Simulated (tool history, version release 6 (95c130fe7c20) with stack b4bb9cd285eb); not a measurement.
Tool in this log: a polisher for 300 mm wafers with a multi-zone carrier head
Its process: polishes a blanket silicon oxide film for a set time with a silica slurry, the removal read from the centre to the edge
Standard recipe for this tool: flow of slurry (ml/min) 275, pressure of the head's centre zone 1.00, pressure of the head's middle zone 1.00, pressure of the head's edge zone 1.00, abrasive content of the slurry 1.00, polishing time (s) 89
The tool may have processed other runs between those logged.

run     day  flow of slurry (ml/min)  pressure of the head's centre zone  pressure of the head's middle zone  pressure of the head's edge zone  abrasive content of the slurry  polishing time (s)  incoming thickness of the incoming film, nm  film removed at the wafer's centre (angstrom)  film removed at mid-radius (angstrom)  film removed at the wafer's edge (angstrom)
  1   0.000                      275                                1.09                                1.00                              1.00                            1.00                  89                                       1608.0                                           2404                                   2439                                         2305
      3.179  -- centre zone pressure recalibrated
  2   4.167                      275                                1.09                                1.00                              1.00                            1.00                  89                                       1624.7                                           2454                                   2326                                         2213
  3   6.650                      275                                1.00                                1.00                              1.00                            1.20                  89                                       1612.5                                           2324                                   2391                                         2347
      8.871  -- slurry nozzle cleaned
  4  10.446                      275                                1.00                                1.00                              1.00                            1.00                  81                                       1606.5                                           1889                                   1951                                         1903
     12.750  -- worn pad replaced by a new one
  5  14.004                      275                                0.95                                1.03                              1.00                            1.00                  89                                       1633.9                                           2124                                   2450                                         2314
  6  18.238                      275                                0.95                                1.03                              1.00                            1.00                  89                                       1626.8                                           1988                                   2359                                         2213
  7  22.367                      275                                0.95                                1.03                              1.00                            1.00                  89                                       1634.8                                           1844                                   2299                                         2139
     23.546  -- centre zone pressure recalibrated
     24.804  -- slurry nozzle cleaned
  8  26.342                      275                                1.00                                1.00                              1.00                            1.00                  89                                       1626.1                                           2049                                   2103                                         2019
     27.462  -- worn pad replaced by a new one
  9  29.750                      275                                1.00                                1.00                              1.00                            1.00                  89                                       1621.9                                           2279                                   2338                                         2314
 10  32.342                      275                                1.00                                1.00                              1.00                            1.30                  89                                       1595.9                                           2443                                   2533                                         2494
 11  36.262                      275                                1.09                                1.00                              0.96                            1.00                  77                                       1632.4                                           1962                                   1928                                         1848
     38.146  -- slurry nozzle cleaned
 12  38.512                      275                                1.00                                1.00                              1.00                            1.00                  89                                       1627.9                                           1962                                   2177                                         2117
     39.392  -- worn pad replaced by a new one
     41.004  -- carrier head's membrane replaced by a new one
 13  42.217                      275                                0.95                                1.03                              1.00                            1.00                  89                                       1623.8                                           1962                                   2463                                         2272
     43.617  -- centre zone pressure recalibrated
 14  44.038                      355                                1.00                                1.00                              1.00                            1.00                  70                                       1648.5                                           1801                                   1825                                         1794
     44.317  -- edge zone pressure recalibrated
 15  46.533                      275                                1.00                                1.00                              0.96                            1.00                  89                                       1632.3                                           2197                                   2302                                         2161
 16  48.646                      275                                1.04                                1.07                              1.00                            1.00                 119                                       1629.5                                           3000                                   3176                                         2874
     50.012  -- slurry nozzle cleaned
 17  50.171                      180                                1.00                                1.00                              1.10                            0.90                 115                                       1604.8                                           2534                                   2613                                         2622
     50.517  -- worn pad replaced by a new one
 18  52.700                      275                                1.00                                1.00                              1.00                            1.00                  89                                       1609.4                                           2270                                   2386                                         2315
 19  55.854                      190                                0.97                                1.00                              1.00                            1.00                  89                                       1642.3                                           2094                                   2238                                         2207
 20  57.971                      275                                1.00                                1.00                              1.06                            1.00                  89                                       1641.8                                           2133                                   2223                                         2225

Some steps in film removed at the wafer's centre (angstrom), run to run, broken into two amounts with sign: the step expected even without the hidden condition (settings, incoming material, random variation), and the rest, left for the hidden condition together with whatever gauge scatter is not in both the measured and the hidden-condition-free result:
The tool's hidden condition here consists of: removal rate lost through wear of the pad, %; slurry flow missing at the pad, %; deviation of the centre zone's pressure from its setpoint, %; deviation of the edge zone's pressure from its setpoint, %.
Run 8 -> 9: worn pad replaced by a new one. film removed at the wafer's centre (angstrom) +230: hidden state +229, all else +1.
Run 10 -> 11: pressure of the head's centre zone 1.00 -> 1.09, pressure of the head's edge zone 1.00 -> 0.96, abrasive content of the slurry 1.30 -> 1.00, polishing time (s) 89 -> 77. film removed at the wafer's centre (angstrom) -481: hidden state -90, all else -391.
Run 13 -> 14: flow of slurry (ml/min) 275 -> 355, pressure of the head's centre zone 0.95 -> 1.00, pressure of the head's middle zone 1.03 -> 1.00, polishing time (s) 89 -> 70, centre zone pressure recalibrated. film removed at the wafer's centre (angstrom) -161: hidden state +209, all else -370.
Run 15 -> 16: pressure of the head's centre zone 1.00 -> 1.04, pressure of the head's middle zone 1.00 -> 1.07, pressure of the head's edge zone 0.96 -> 1.00, polishing time (s) 89 -> 119. film removed at the wafer's centre (angstrom) +803: hidden state -135, all else +938.
